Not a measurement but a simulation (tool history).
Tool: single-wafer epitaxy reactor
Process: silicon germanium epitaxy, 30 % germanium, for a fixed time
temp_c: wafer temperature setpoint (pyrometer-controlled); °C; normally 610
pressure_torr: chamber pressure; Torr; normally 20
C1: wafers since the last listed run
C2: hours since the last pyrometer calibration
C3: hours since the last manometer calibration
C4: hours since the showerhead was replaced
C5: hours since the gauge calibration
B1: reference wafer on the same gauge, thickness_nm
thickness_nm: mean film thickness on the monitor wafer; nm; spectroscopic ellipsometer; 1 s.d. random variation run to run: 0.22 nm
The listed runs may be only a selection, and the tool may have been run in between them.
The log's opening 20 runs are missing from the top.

{"run": 21, "day": 23.879, "temp_c": 610, "pressure_torr": 20, "C1": 700, "C2": 81.9, "C3": 110.6, "C4": 5953.7, "C5": 455.5, "B1": 67.78, "thickness_nm": 79.205}
{"run": 22, "day": 25.242, "temp_c": 596, "pressure_torr": 17.6, "C1": 411, "C2": 114.6, "C3": 143.3, "C4": 5986.4, "C5": 488.2, "B1": 67.794, "thickness_nm": 59.038}
{"run": 23, "day": 25.988, "temp_c": 605, "pressure_torr": 22.3, "C1": 225, "C2": 132.5, "C3": 161.2, "C4": 6004.3, "C5": 506.1, "B1": 67.794, "thickness_nm": 77.158}
{"run": 24, "day": 27.262, "temp_c": 610, "pressure_torr": 24.3, "C1": 385, "C2": 163.1, "C3": 191.8, "C4": 6034.9, "C5": 536.7, "B1": 67.779, "thickness_nm": 86.992}
{"day": 28.067, "done": "showerhead replaced"}
{"run": 25, "day": 28.083, "temp_c": 614, "pressure_torr": 20, "C1": 147, "C2": 182.8, "C3": 211.5, "C4": 0.4, "C5": 556.4, "B1": 67.814, "thickness_nm": 84.187}
{"run": 26, "day": 28.85, "temp_c": 618, "pressure_torr": 24.4, "C1": 231, "C2": 201.2, "C3": 229.9, "C4": 18.8, "C5": 574.8, "B1": 67.819, "thickness_nm": 98.609}
{"run": 27, "day": 30.346, "temp_c": 617, "pressure_torr": 20, "C1": 452, "C2": 237.1, "C3": 265.8, "C4": 54.7, "C5": 610.7, "B1": 67.805, "thickness_nm": 88.298}
{"run": 28, "day": 30.883, "temp_c": 610, "pressure_torr": 20, "C1": 162, "C2": 250, "C3": 278.7, "C4": 67.6, "C5": 623.6, "B1": 67.763, "thickness_nm": 78.644}
{"run": 29, "day": 32.317, "temp_c": 624, "pressure_torr": 16.7, "C1": 433, "C2": 284.4, "C3": 313.1, "C4": 102, "C5": 658, "B1": 67.783, "thickness_nm": 88.795}
{"run": 30, "day": 33.017, "temp_c": 597, "pressure_torr": 20, "C1": 211, "C2": 301.2, "C3": 329.9, "C4": 118.8, "C5": 674.8, "B1": 67.786, "thickness_nm": 64.045}
{"run": 31, "day": 34.012, "temp_c": 610, "pressure_torr": 15.1, "C1": 301, "C2": 325.1, "C3": 353.8, "C4": 142.7, "C5": 698.7, "B1": 67.751, "thickness_nm": 67.718}
{"run": 32, "day": 34.967, "temp_c": 596, "pressure_torr": 17.6, "C1": 288, "C2": 348, "C3": 376.7, "C4": 165.6, "C5": 721.6, "B1": 67.804, "thickness_nm": 58.861}
{"run": 33, "day": 36.467, "temp_c": 610, "pressure_torr": 16.1, "C1": 453, "C2": 384, "C3": 412.7, "C4": 201.6, "C5": 757.6, "B1": 67.764, "thickness_nm": 69.9}
{"day": 40.112, "done": "gauge calibrated"}
{"run": 34, "day": 40.875, "temp_c": 610, "pressure_torr": 20, "C1": 1332, "C2": 489.8, "C3": 518.5, "C4": 307.4, "C5": 18.3, "B1": 67.75, "thickness_nm": 78.227}
{"run": 35, "day": 41.383, "temp_c": 610, "pressure_torr": 24, "C1": 153, "C2": 502, "C3": 530.7, "C4": 319.6, "C5": 30.5, "B1": 67.827, "thickness_nm": 85.889}

Each row is a separate what-if for the run after 35, all from the same tool condition, not one after another. Results?
{"run": "A", "day": 41.4, "temp_c": 610, "pressure_torr": 24.1, "C1": 5, "C2": 502.4, "C3": 531.1, "C4": 320, "C5": 30.9, "B1": "?", "thickness_nm": "?"}
{"run": "B", "day": 41.4, "temp_c": 598, "pressure_torr": 16.8, "C1": 5, "C2": 502.4, "C3": 531.1, "C4": 320, "C5": 30.9, "B1": "?", "thickness_nm": "?"}
{"run": "C", "day": 41.4, "temp_c": 599, "pressure_torr": 22.7, "C1": 5, "C2": 502.4, "C3": 531.1, "C4": 320, "C5": 30.9, "B1": "?", "thickness_nm": "?"}
{"run": "D", "day": 41.4, "temp_c": 601, "pressure_torr": 17.3, "C1": 5, "C2": 502.4, "C3": 531.1, "C4": 320, "C5": 30.9, "B1": "?", "thickness_nm": "?"}

run=A B1=67.828 thickness_nm=86.063
run=B B1=67.828 thickness_nm=59.038
run=C B1=67.828 thickness_nm=70.156
run=D B1=67.828 thickness_nm=62.943
With no hidden state in the tool, these same runs would have given:
run=A thickness_nm=87.813
run=B thickness_nm=60.238
run=C thickness_nm=71.582
run=D thickness_nm=64.223
